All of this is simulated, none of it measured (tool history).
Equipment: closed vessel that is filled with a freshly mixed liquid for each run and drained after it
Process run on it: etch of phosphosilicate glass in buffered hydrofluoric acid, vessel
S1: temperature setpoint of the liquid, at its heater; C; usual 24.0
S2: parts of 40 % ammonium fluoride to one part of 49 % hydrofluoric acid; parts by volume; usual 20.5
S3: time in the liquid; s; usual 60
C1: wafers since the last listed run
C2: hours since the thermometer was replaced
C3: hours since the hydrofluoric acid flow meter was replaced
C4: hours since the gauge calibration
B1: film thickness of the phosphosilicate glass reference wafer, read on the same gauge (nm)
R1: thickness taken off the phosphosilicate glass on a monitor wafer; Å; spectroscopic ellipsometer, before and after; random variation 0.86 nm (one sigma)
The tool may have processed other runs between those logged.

| run | hour | S1 | S2 | S3 | C1 | C2 | C3 | C4 | B1 | R1 |
|---|---|---|---|---|---|---|---|---|---|---|
| 1 | 0.0 | 24.0 | 20.5 | 60 | 0 | 1178.6 | 1362.4 | 2176.0 | 80.00 | 1094.6 |
| 2 | 34.2 | 24.0 | 20.5 | 60 | 4907 | 1212.8 | 1396.6 | 2210.2 | 80.00 | 1069.5 |
| 3 | 60.3 | 24.0 | 20.5 | 60 | 3745 | 1238.9 | 1422.7 | 2236.3 | 80.01 | 1074.5 |
| 4 | 121.1 | 24.0 | 20.5 | 60 | 8725 | 1299.7 | 1483.5 | 2297.1 | 80.01 | 1092.1 |
| 5 | 151.4 | 25.5 | 20.5 | 60 | 4348 | 1330.0 | 1513.8 | 2327.4 | 79.99 | 1164.7 |
| 6 | 215.3 | 25.5 | 20.5 | 60 | 9169 | 1393.9 | 1577.7 | 2391.3 | 80.00 | 1163.1 |
| 7 | 242.1 | 22.5 | 20.5 | 45 | 3845 | 1420.7 | 1604.5 | 2418.1 | 80.00 | 747.8 |
| 8 | 266.5 | 22.5 | 20.5 | 45 | 3501 | 1445.1 | 1628.9 | 2442.5 | 80.01 | 743.4 |
| 9 | 311.6 | 22.5 | 20.5 | 45 | 6472 | 1490.2 | 1674.0 | 2487.6 | 80.00 | 733.9 |
| 10 | 346.1 | 24.0 | 16.0 | 60 | 4950 | 1524.7 | 1708.5 | 2522.1 | 79.99 | 1369.9 |
| 11 | 398.4 | 26.5 | 26.5 | 90 | 7505 | 1577.0 | 1760.8 | 2574.4 | 79.99 | 1531.9 |
| 12 | 469.2 | 24.0 | 20.5 | 60 | 10160 | 1647.8 | 1831.6 | 2645.2 | 80.00 | 1077.5 |
| 13 | 521.1 | 24.0 | 20.5 | 60 | 7447 | 1699.7 | 1883.5 | 2697.1 | 79.99 | 1079.5 |
|  | 527.5 | hydrofluoric acid flow meter replaced |
| 14 | 556.6 | 25.5 | 20.5 | 60 | 4950 | 1735.2 | 29.1 | 2732.6 | 80.00 | 1163.3 |
|  | 709.1 | gauge calibrated |
| 15 | 714.6 | 19.5 | 26.5 | 90 | 22673 | 1893.2 | 187.1 | 5.5 | 80.02 | 1051.6 |
| 16 | 766.1 | 24.0 | 20.5 | 60 | 7390 | 1944.7 | 238.6 | 57.0 | 80.01 | 1074.6 |
| 17 | 811.8 | 24.0 | 20.5 | 45 | 6558 | 1990.4 | 284.3 | 102.7 | 79.99 | 813.7 |
| 18 | 878.6 | 25.5 | 16.5 | 40 | 9586 | 2057.2 | 351.1 | 169.5 | 80.00 | 960.0 |
| 19 | 949.0 | 24.0 | 20.5 | 60 | 10102 | 2127.6 | 421.5 | 239.9 | 79.99 | 1073.2 |
| 20 | 1012.2 | 24.0 | 20.5 | 60 | 9069 | 2190.8 | 484.7 | 303.1 | 79.98 | 1076.6 |
| 21 | 1066.6 | 27.5 | 25.5 | 85 | 7806 | 2245.2 | 539.1 | 357.5 | 79.98 | 1599.4 |
| 22 | 1093.8 | 24.0 | 22.5 | 60 | 3903 | 2272.4 | 566.3 | 384.7 | 79.98 | 1018.7 |
|  | 1118.5 | thermometer replaced |
| 23 | 1161.9 | 24.0 | 20.5 | 60 | 9629 | 43.4 | 634.4 | 452.8 | 80.00 | 1081.1 |
| 24 | 1282.1 | 24.0 | 20.5 | 60 | 17249 | 163.6 | 754.6 | 573.0 | 80.00 | 1069.9 |
| 25 | 1351.0 | 19.5 | 17.5 | 60 | 9887 | 232.5 | 823.5 | 641.9 | 80.00 | 988.0 |
| 26 | 1378.6 | 24.0 | 20.5 | 60 | 3960 | 260.1 | 851.1 | 669.5 | 80.00 | 1073.3 |
| 27 | 1440.7 | 22.5 | 20.5 | 90 | 8911 | 322.2 | 913.2 | 731.6 | 80.00 | 1478.4 |
| 28 | 1502.5 | 22.0 | 23.0 | 30 | 8868 | 384.0 | 975.0 | 793.4 | 80.01 | 447.6 |
| 29 | 1569.1 | 21.0 | 13.0 | 95 | 9557 | 450.6 | 1041.6 | 860.0 | 80.00 | 2257.8 |
| 30 | 1611.8 | 26.0 | 18.5 | 30 | 6127 | 493.3 | 1084.3 | 902.7 | 79.99 | 665.7 |
| 31 | 1652.0 | 22.5 | 20.5 | 60 | 5768 | 533.5 | 1124.5 | 942.9 | 80.00 | 989.9 |
| 32 | 1688.3 | 24.0 | 26.5 | 60 | 5209 | 569.8 | 1160.8 | 979.2 | 80.01 | 893.0 |

For each entry between runs, how does the tool's hidden state at the last listed run before it compare with that at the first listed run after it?
Logged between run 13 and run 14: hydrofluoric acid flow meter replaced (hour 527.5)
  both runs share identical hidden conditions
Logged between run 14 and run 15: gauge calibrated (hour 709.1)
  both runs share identical hidden conditions
Logged between run 22 and run 23: thermometer replaced (hour 1118.5)
  both runs share identical hidden conditions

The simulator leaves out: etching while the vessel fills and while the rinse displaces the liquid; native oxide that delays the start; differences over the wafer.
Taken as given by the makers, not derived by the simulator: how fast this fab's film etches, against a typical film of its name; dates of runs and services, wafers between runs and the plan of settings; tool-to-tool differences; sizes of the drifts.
